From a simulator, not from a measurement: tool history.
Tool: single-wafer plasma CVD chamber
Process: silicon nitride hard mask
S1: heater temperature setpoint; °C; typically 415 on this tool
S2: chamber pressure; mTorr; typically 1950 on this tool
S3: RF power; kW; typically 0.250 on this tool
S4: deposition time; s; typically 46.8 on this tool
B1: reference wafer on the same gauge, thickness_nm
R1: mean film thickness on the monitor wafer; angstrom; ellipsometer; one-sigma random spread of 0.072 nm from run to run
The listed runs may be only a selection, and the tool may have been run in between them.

| run | hour | S1 | S2 | S3 | S4 | B1 | R1 |
|---|---|---|---|---|---|---|---|
| 1 | 0.0 | 415 | 1950 | 0.250 | 49.6 | 51.000 | 486.46 |
| 2 | 7.9 | 415 | 1950 | 0.250 | 49.6 | 51.031 | 483.98 |
|  | 8.6 | gauge calibrated |
| 3 | 16.1 | 411 | 1950 | 0.250 | 46.8 | 51.015 | 458.81 |
| 4 | 25.0 | 411 | 1950 | 0.250 | 46.8 | 51.001 | 458.87 |
| 5 | 37.4 | 415 | 1950 | 0.250 | 46.8 | 50.988 | 457.42 |
| 6 | 45.5 | 415 | 1950 | 0.250 | 46.8 | 51.026 | 457.62 |
| 7 | 60.6 | 415 | 1950 | 0.250 | 46.8 | 50.990 | 456.37 |
| 8 | 75.3 | 415 | 1950 | 0.250 | 46.8 | 51.007 | 454.86 |
| 9 | 92.8 | 415 | 1950 | 0.250 | 46.8 | 50.990 | 453.68 |
|  | 107.4 | capacitance manometer re-zeroed and calibrated |
| 10 | 107.9 | 415 | 1950 | 0.250 | 46.8 | 50.978 | 453.00 |
| 11 | 128.3 | 406 | 1950 | 0.250 | 46.8 | 50.996 | 453.62 |
| 12 | 147.2 | 415 | 1950 | 0.250 | 46.8 | 51.011 | 451.30 |
|  | 168.3 | gauge calibrated |
|  | 172.1 | showerhead replaced |
| 13 | 180.9 | 404 | 1950 | 0.250 | 50.0 | 51.002 | 483.13 |
|  | 196.2 | thermocouple changed; heater temperature recalibrated |
| 14 | 196.7 | 415 | 2340 | 0.250 | 53.3 | 50.971 | 531.25 |
| 15 | 211.6 | 415 | 1950 | 0.250 | 46.8 | 51.017 | 447.60 |
| 16 | 221.4 | 419 | 1950 | 0.250 | 46.8 | 51.030 | 446.99 |
| 17 | 227.7 | 415 | 1950 | 0.250 | 46.8 | 50.987 | 446.58 |
|  | 241.6 | RF generator calibrated |
| 18 | 242.1 | 404 | 1950 | 0.250 | 41.1 | 50.981 | 418.66 |
| 19 | 243.4 | 410 | 1950 | 0.250 | 46.8 | 50.996 | 475.54 |
| 20 | 253.7 | 415 | 1950 | 0.250 | 46.8 | 51.037 | 474.10 |
| 21 | 271.1 | 423 | 1950 | 0.250 | 46.8 | 50.996 | 471.57 |
| 22 | 287.6 | 415 | 1950 | 0.250 | 46.8 | 50.993 | 475.17 |
| 23 | 298.4 | 415 | 1950 | 0.250 | 46.8 | 50.962 | 474.21 |
| 24 | 313.5 | 415 | 1600 | 0.215 | 46.8 | 50.988 | 407.05 |

Below are 4 alternative next runs, each starting from the tool's condition after run 24. Predict each:
| A | 313.9 | 415 | 1950 | 0.250 | 46.8 | ? | ? |
| B | 313.9 | 415 | 1950 | 0.210 | 42.3 | ? | ? |
| C | 313.9 | 405 | 1780 | 0.215 | 38.1 | ? | ? |
| D | 313.9 | 404 | 1520 | 0.210 | 53.3 | ? | ? |

| run | B1 | R1 |
|---|---|---|
| A | 50.974 | 475.86 |
| B | 50.974 | 379.89 |
| C | 50.974 | 342.30 |
| D | 50.974 | 454.16 |
Without the tool's hidden state the same runs would have given:
| run | R1 |
|---|---|
| A | 478.18 |
| B | 381.83 |
| C | 344.05 |
| D | 456.48 |
